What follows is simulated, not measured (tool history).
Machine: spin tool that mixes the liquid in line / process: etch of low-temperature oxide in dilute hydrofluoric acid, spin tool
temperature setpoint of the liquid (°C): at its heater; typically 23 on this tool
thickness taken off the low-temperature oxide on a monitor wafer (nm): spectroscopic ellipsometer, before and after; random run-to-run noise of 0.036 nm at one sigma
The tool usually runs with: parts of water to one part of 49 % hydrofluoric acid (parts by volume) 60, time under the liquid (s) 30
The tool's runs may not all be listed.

run    hour  temperature setpoint of the liquid (°C)  parts of water to one part of 49 % hydrofluoric acid (parts by volume)  time under the liquid (s)  read-back film thickness of the low-temperature oxide reference wafer, read on the same gauge (nm)  thickness taken off the low-temperature oxide on a monitor wafer (nm)
  1       0                                       23                                                                      60                         30                                                                                                  60                                                                  11.95
  2    50.9                                       23                                                                      60                         25                                                                                               60.02                                                                  10.03
  3    98.5                                       23                                                                      60                         25                                                                                               59.98                                                                  10.06
  4   131.6                                       23                                                                      60                         25                                                                                               60.02                                                                     10
  5   322.7                                       23                                                                      60                         35                                                                                               60.01                                                                  14.06
  6     349                                       23                                                                      85                         30                                                                                                  60                                                                   8.27
      473.3  -- gauge calibrated
  7   482.1                                       23                                                                      85                         30                                                                                               59.99                                                                   8.28
  8   548.6                                     19.5                                                                      60                         30                                                                                               60.01                                                                  10.47
  9   578.9                                       23                                                                      60                         30                                                                                               60.03                                                                   12.2
        580  -- hydrofluoric acid flow meter replaced
 10   621.8                                       23                                                                      60                         30                                                                                                  60                                                                  12.15
 11   662.9                                       23                                                                      60                         30                                                                                               59.98                                                                  12.18
 12   708.8                                       23                                                                      50                         30                                                                                               59.99                                                                   14.9
 13   737.6                                       23                                                                      50                         30                                                                                                  60                                                                  14.73
 14   776.3                                       23                                                                      60                         30                                                                                                  60                                                                  12.26
 15   847.7                                       23                                                                      70                         45                                                                                               59.98                                                                  15.54
 16   890.7                                       23                                                                      60                         30                                                                                               60.02                                                                  12.32
 17   949.1                                       27                                                                      80                         30                                                                                               59.99                                                                  10.47
 18   985.2                                     18.5                                                                      45                         50                                                                                               59.99                                                                  23.04
 19  1010.8                                       23                                                                      60                         30                                                                                                  60                                                                   12.3
 20  1049.6                                       27                                                                      80                         15                                                                                               60.01                                                                   5.27
 21  1089.1                                       23                                                                      60                         30                                                                                               59.99                                                                  12.31
     1107.1  -- thermometer replaced
 22  1120.7                                       23                                                                      40                         20                                                                                               60.02                                                                   12.2
 23  1163.4                                     19.5                                                                      75                         45                                                                                               59.98                                                                  12.16
 24  1254.1                                       23                                                                      75                         30                                                                                               59.99                                                                   9.36
 25  1300.6                                       23                                                                      60                         30                                                                                                  60                                                                   11.9
 26  1367.6                                       23                                                                      30                         30                                                                                                  60                                                                   24.9
 27  1413.3                                     20.5                                                                      60                         30                                                                                               60.02                                                                  10.77
 28  1467.9                                     26.5                                                                      60                         30                                                                                                  60                                                                  13.84
 29  1495.7                                     26.5                                                                      60                         40                                                                                               59.98                                                                  18.51
 30    1524                                       23                                                                      85                         25                                                                                               60.01                                                                   6.81
 31  1567.2                                       23                                                                      60                         30                                                                                                  60                                                                  12.03
 32  1626.3                                       19                                                                      60                         30                                                                                               59.99                                                                  10.14
 33  1668.2                                       23                                                                      60                         30                                                                                               59.99                                                                  12.03

What was the tool's hidden state at every run in the log?
hydrofluoric acid flow below the setpoint (%): 0 at every run
gauge reads high (%): 0 at every run
H1: liquid hotter than its thermometer reads (K)
run      H1
  1   0.301
  2    0.33
  3   0.357
  4   0.375
  5   0.482
  6   0.497
  7   0.572
  8   0.609
  9   0.626
 10    0.65
 11   0.673
 12   0.699
 13   0.715
 14   0.737
 15   0.777
 16   0.801
 17   0.834
 18   0.854
 19   0.868
 20    0.89
 21   0.912
 22  0.0683
 23  0.0923
 24   0.143
 25   0.169
 26   0.207
 27   0.232
 28   0.263
 29   0.279
 30   0.295
 31   0.319
 32   0.352
 33   0.375
